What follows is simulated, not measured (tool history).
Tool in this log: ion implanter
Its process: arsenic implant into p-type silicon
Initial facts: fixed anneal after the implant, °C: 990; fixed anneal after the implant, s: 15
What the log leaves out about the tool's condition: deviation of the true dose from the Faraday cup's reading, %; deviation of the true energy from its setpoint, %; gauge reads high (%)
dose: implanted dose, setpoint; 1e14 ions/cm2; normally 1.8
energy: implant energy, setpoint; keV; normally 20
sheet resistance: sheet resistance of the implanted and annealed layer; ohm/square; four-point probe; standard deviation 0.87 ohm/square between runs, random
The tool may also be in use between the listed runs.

run     day  dose  energy  wafers since the last listed run  hours since the last dose calibration  hours since the extraction supply was calibrated  hours since the gauge calibration  read-back reference wafer on the same gauge, sheet resistance  sheet resistance
  1       0   1.5      23                                 0                                  404.9                                            2677.7                              885.1                                                         377.15            468.39
      1.129  -- gauge calibrated
  2   4.421  2.16      25                              2403                                    511                                            2783.8                                 79                                                         376.98            356.05
  3   7.242  2.16      25                              1533                                  578.7                                            2851.5                              146.7                                                         377.35            356.18
  4  14.733   1.8      20                              4073                                  758.5                                            3031.3                              326.5                                                         377.15            421.21
  5  18.071   1.8      20                              1814                                  838.6                                            3111.4                              406.6                                                         377.45            422.66
     19.896  -- extraction supply calibrated
  6  19.917   1.8      20                               822                                  882.9                                               0.5                              450.9                                                         376.81            425.51
  7  22.729  1.59      20                              1529                                  950.4                                                68                              518.4                                                         377.31            466.34
     25.246  -- Faraday cup replaced and dose calibrated
  8  26.638   1.8      20                              1943                                   33.4                                             161.8                              612.2                                                         376.57            392.61
  9  30.392   1.8      20                              2041                                  123.5                                             251.9                              702.3                                                         376.86            395.66
 10  32.983   1.8      20                              1409                                  185.7                                             314.1                              764.5                                                         377.37            394.22
     34.571  -- Faraday cup replaced and dose calibrated, repeated, since the last time left the tool worse
     34.792  -- gauge calibrated
 11  35.675   1.8      20                              1282                                   26.5                                             378.7                               21.2                                                         376.63            411.39
 12  37.862   1.5      23                              1189                                     79                                             431.2                               73.7                                                         377.18            459.17
 13  42.062  1.38      15                              2283                                  179.8                                               532                              174.5                                                         376.94            526.48
 14  44.971   1.8      23                              1581                                  249.6                                             601.8                              244.3                                                            377            406.12
 15  47.121  1.42    24.5                              1168                                  301.2                                             653.4                              295.9                                                         376.93            475.79
 16  49.858   1.5      23                              1488                                  366.9                                             719.1                              361.6                                                         376.62             465.3
 17  53.362  1.65      14                              1905                                    451                                             803.2                              445.7                                                         376.71            468.43
 18  56.921  1.57    13.5                              1934                                  536.4                                             888.6                              531.1                                                         377.14            490.43
 19  58.975   1.8    25.5                              1116                                  585.7                                             937.9                              580.4                                                         377.13               403
 20  62.667  1.66      24                              2007                                  674.3                                            1026.5                                669                                                         376.77            433.51

Alternative continuations, all from the tool just after run 20; predict every row:
  A  62.683   1.8      20                                 9                                  674.7                                            1026.9                              669.4                                                              ?                 ?
  B  62.683   1.8    14.5                                 9                                  674.7                                            1026.9                              669.4                                                              ?                 ?
  C  62.683  1.94    15.5                                 9                                  674.7                                            1026.9                              669.4                                                              ?                 ?
  D  62.683   1.8      14                                 9                                  674.7                                            1026.9                              669.4                                                              ?                 ?

run  read-back reference wafer on the same gauge, sheet resistance  sheet resistance
  A                                                         376.73            419.47
  B                                                         376.73            438.98
  C                                                         376.73            411.47
  D                                                         376.73            441.04
With no hidden state in the tool, these same runs would have given:
run  sheet resistance
  A            411.59
  B            430.62
  C            403.62
  D            432.63
